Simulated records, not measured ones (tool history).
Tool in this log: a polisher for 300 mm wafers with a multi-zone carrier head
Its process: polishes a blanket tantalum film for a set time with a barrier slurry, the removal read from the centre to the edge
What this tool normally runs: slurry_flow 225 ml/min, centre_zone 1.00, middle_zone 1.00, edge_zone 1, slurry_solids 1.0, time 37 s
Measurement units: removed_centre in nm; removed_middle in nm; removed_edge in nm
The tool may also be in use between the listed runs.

run,hour,slurry_flow,centre_zone,middle_zone,edge_zone,slurry_solids,time,"incoming thickness of the incoming film, nm",removed_centre,removed_middle,removed_edge
1,0.0,225,1.00,1.06,1,1.0,37,458.5,55.3,58.4,56.3
2,12.7,225,1.00,1.06,1,1.0,37,452.0,55.0,58.6,56.8
3,33.2,225,1.00,1.00,1,1.0,37,444.9,53.4,55.4,54.5
# hour 64.5: worn pad replaced by a new one
4,65.0,225,1.00,1.00,1,1.0,37,451.7,56.9,57.7,58.4
5,84.2,225,1.00,1.00,1,0.8,37,450.3,53.2,54.2,55.2
6,96.5,225,1.00,1.00,1,1.0,37,451.5,54.6,56.8,57.5
7,111.6,225,1.00,1.00,1,1.0,37,446.5,54.7,56.4,56.5
8,132.1,225,1.00,1.00,1,1.0,40,455.4,57.6,58.7,60.4
# hour 134.9: slurry nozzle cleaned
9,165.3,200,1.05,1.00,1,1.0,28,457.5,44.5,43.3,43.1

Forecast run 10:
10,180.7,225,1.00,1.00,1,1.0,37,449.0,?,?,?

For run 10 the tool returned removed_centre 55.4 nm, removed_middle 56.2 nm, removed_edge 55.4 nm.
With the hidden condition absent and the run-to-run variation left alone, this run would have shown removed_centre 61.9 nm, removed_middle 62.7 nm, removed_edge 61.6 nm.
